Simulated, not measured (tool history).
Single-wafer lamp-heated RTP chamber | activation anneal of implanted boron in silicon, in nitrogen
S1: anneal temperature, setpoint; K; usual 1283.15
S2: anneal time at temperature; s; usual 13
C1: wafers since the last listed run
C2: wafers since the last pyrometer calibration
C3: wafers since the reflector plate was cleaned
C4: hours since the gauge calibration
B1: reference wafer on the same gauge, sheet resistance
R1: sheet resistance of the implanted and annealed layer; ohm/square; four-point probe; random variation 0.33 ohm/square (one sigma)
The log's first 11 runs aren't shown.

| run | day | S1 | S2 | C1 | C2 | C3 | C4 | B1 | R1 |
|---|---|---|---|---|---|---|---|---|---|
|  | 22.821 | pyrometer window cleaned and pyrometer calibrated |
| 12 | 23.171 | 1283.15 | 13 | 1007 | 153 | 1375 | 121.6 | 103.03 | 98.22 |
| 13 | 24.788 | 1283.15 | 9 | 714 | 868 | 2089 | 160.4 | 103.00 | 98.99 |
| 14 | 26.212 | 1283.15 | 9 | 629 | 1498 | 2719 | 194.6 | 103.04 | 99.84 |
| 15 | 27.642 | 1283.15 | 9 | 631 | 2130 | 3351 | 228.9 | 102.78 | 99.69 |
| 16 | 29.662 | 1307.15 | 5 | 893 | 3023 | 4245 | 277.4 | 103.09 | 95.03 |
| 17 | 32.496 | 1302.15 | 13 | 1252 | 4276 | 5497 | 345.4 | 103.01 | 95.12 |
| 18 | 34.983 | 1307.15 | 5 | 1099 | 5376 | 6597 | 405.1 | 102.88 | 95.92 |
| 19 | 36.858 | 1294.15 | 6 | 828 | 6205 | 7426 | 450.1 | 102.87 | 98.08 |
|  | 38.867 | pyrometer window cleaned and pyrometer calibrated |
| 20 | 39.512 | 1275.15 | 6 | 1026 | 285 | 8452 | 513.8 | 103.06 | 103.46 |
| 21 | 40.954 | 1283.15 | 20 | 637 | 922 | 9089 | 548.4 | 103.13 | 97.43 |
| 22 | 43.192 | 1291.15 | 18 | 989 | 1911 | 10078 | 602.1 | 102.96 | 95.50 |
| 23 | 45.167 | 1270.15 | 19 | 873 | 2784 | 10952 | 649.5 | 102.95 | 100.88 |
|  | 45.529 | reflector plate cleaned |
| 24 | 50.708 | 1264.15 | 5 | 2302 | 5087 | 2290 | 782.5 | 102.99 | 110.14 |
| 25 | 52.104 | 1254.15 | 16 | 617 | 5704 | 2907 | 816.0 | 103.22 | 111.21 |
| 26 | 54.075 | 1305.15 | 13 | 871 | 6575 | 3778 | 863.3 | 103.01 | 94.89 |
|  | 55.708 | pyrometer window cleaned and pyrometer calibrated |
| 27 | 56.817 | 1283.15 | 13 | 1064 | 489 | 4843 | 929.1 | 102.91 | 98.09 |
| 28 | 59.267 | 1272.15 | 17 | 1083 | 1572 | 5926 | 987.9 | 103.03 | 100.65 |
| 29 | 60.529 | 1283.15 | 9 | 558 | 2130 | 6484 | 1018.2 | 103.12 | 99.38 |
| 30 | 62.417 | 1258.15 | 19 | 834 | 2964 | 7319 | 1063.5 | 102.93 | 106.61 |
| 31 | 65.325 | 1283.15 | 13 | 1285 | 4250 | 8605 | 1133.3 | 102.98 | 98.57 |
| 32 | 66.533 | 1310.15 | 10 | 534 | 4784 | 9139 | 1162.3 | 102.95 | 93.29 |
| 33 | 67.679 | 1283.15 | 13 | 506 | 5291 | 9645 | 1189.8 | 103.16 | 98.52 |
| 34 | 70.296 | 1304.15 | 16 | 1156 | 6448 | 10802 | 1252.6 | 102.82 | 93.61 |
|  | 71.262 | reflector plate cleaned |
| 35 | 72.262 | 1283.15 | 7 | 722 | 7170 | 441 | 1299.8 | 102.95 | 100.14 |
|  | 75.104 | pyrometer window cleaned and pyrometer calibrated |
| 36 | 75.125 | 1312.15 | 21 | 1118 | 9 | 1559 | 1368.5 | 103.07 | 92.61 |

Forecast each of these 5 alternatives for the next run:
| A | 75.142 | 1292.15 | 13 | 7 | 16 | 1566 | 1368.9 | ? | ? |
| B | 75.142 | 1291.15 | 10 | 7 | 16 | 1566 | 1368.9 | ? | ? |
| C | 75.142 | 1273.15 | 8 | 7 | 16 | 1566 | 1368.9 | ? | ? |
| D | 75.142 | 1257.15 | 10 | 7 | 16 | 1566 | 1368.9 | ? | ? |
| E | 75.142 | 1263.15 | 13 | 7 | 16 | 1566 | 1368.9 | ? | ? |

| run | B1 | R1 |
|---|---|---|
| A | 103.11 | 96.25 |
| B | 103.11 | 97.06 |
| C | 103.11 | 103.25 |
| D | 103.11 | 111.51 |
| E | 103.11 | 106.03 |
Without the tool's hidden state the same runs would have given:
| run | R1 |
|---|---|
| A | 96.25 |
| B | 97.06 |
| C | 103.25 |
| D | 111.51 |
| E | 106.03 |

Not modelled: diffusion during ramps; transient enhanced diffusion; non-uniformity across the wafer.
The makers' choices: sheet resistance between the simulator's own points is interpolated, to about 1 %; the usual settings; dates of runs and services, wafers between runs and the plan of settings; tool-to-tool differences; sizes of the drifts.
